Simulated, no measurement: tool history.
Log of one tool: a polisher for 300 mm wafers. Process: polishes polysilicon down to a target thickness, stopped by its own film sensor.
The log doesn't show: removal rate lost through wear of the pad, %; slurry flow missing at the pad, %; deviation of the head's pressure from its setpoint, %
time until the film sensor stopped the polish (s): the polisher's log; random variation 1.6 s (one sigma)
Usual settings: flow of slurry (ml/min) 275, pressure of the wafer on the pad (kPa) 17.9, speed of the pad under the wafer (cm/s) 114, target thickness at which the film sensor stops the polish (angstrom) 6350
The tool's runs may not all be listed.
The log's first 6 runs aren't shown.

run    hour  flow of slurry (ml/min)  pressure of the wafer on the pad (kPa)  speed of the pad under the wafer (cm/s)  target thickness at which the film sensor stops the polish (angstrom)  wafers since the last listed run  wafers polished on this pad  hours since the slurry nozzle was cleaned  hours since the head pressure was calibrated  incoming thickness of the incoming film, nm  time until the film sensor stopped the polish (s)
  7   474.3                      275                                    22.8                                      114                                                                   6350                               697                         1916                                      164.4                                         868.4                                       1471.1                                               90.7
  8   523.4                      275                                    22.8                                      114                                                                   6350                               480                         2397                                      213.5                                         917.5                                       1444.5                                               89.3
  9   565.3                      305                                    17.9                                      114                                                                   6350                               410                         2807                                      255.4                                         959.4                                       1448.8                                              114.8
 10   616.2                      305                                    17.9                                      114                                                                   6350                               498                         3306                                      306.3                                        1010.3                                       1480.6                                              122.2
 11   666.9                      305                                    17.9                                      114                                                                   6350                               496                         3802                                        357                                          1061                                       1484.2                                              123.6
 12   729.2                      275                                    17.9                                      138                                                                   8480                               610                         4413                                      419.3                                        1123.3                                       1460.8                                               79.5
      756.6  -- worn pad replaced by a new one
 13   796.5                      210                                    22.1                                      132                                                                   6350                               620                          391                                      486.6                                        1190.6                                       1466.3                                                 84
 14   845.9                      275                                    17.9                                      114                                                                   6350                               483                          875                                        536                                          1240                                       1457.3                                              113.5
      864.5  -- slurry nozzle cleaned
      864.6  -- head pressure recalibrated
 15   880.5                      275                                    17.9                                      114                                                                   6350                               328                         1203                                         16                                          15.9                                       1488.7                                                108
 16   948.3                      275                                    17.9                                       86                                                                   7940                               664                         1867                                       83.8                                          83.7                                       1471.2                                              119.1
 17   998.4                      240                                    23.4                                      100                                                                   4070                               490                         2358                                      133.9                                         133.8                                       1448.7                                              124.6
 18  1032.7                      235                                    22.8                                      134                                                                   4870                               335                         2694                                      168.2                                         168.1                                         1464                                               89.9
 19  1060.4                      245                                    17.9                                      152                                                                   6350                               271                         2965                                      195.9                                         195.8                                       1466.4                                               86.7
     1218.5  -- worn pad replaced by a new one
 20  1262.4                      275                                    20.7                                      114                                                                   8700                              1939                          430                                      397.9                                         397.8                                       1477.8                                               68.3
     1302.5  -- slurry nozzle cleaned
 21  1325.9                      275                                    17.9                                      136                                                                   7820                               612                         1042                                       23.4                                         461.3                                       1461.1                                               71.1
 22  1382.7                      275                                    17.9                                      114                                                                   6350                               556                         1598                                       80.2                                         518.1                                       1458.2                                              110.1
 23  1425.8                      275                                    17.9                                      114                                                                   6350                               422                         2020                                      123.3                                         561.2                                       1461.7                                                111
 24  1464.1                      275                                    17.9                                       92                                                                   4450                               375                         2396                                      161.6                                         599.5                                       1459.9                                              173.7
 25  1535.3                      275                                    17.9                                      114                                                                   6350                               697                         3093                                      232.8                                         670.7                                       1485.4                                              117.9
 26    1684                      275                                    17.9                                      114                                                                   6350                              1456                         4550                                      381.5                                         819.4                                       1456.2                                              121.2
     1715.2  -- worn pad replaced by a new one
 27  1728.6                      275                                    17.9                                      114                                                                   6350                               397                          130                                      426.1                                           864                                       1454.2                                              107.6

Run 28 comes next. What will it give?
 28  1765.8                      275                                    17.9                                      114                                                                   6350                               364                          495                                      463.3                                         901.2                                       1460.4                                                  ?

{"run 28": {"time until the film sensor stopped the polish (s)": 110.4}}
Without the tool's hidden state the same run would have given time until the film sensor stopped the polish (s) 102.7.
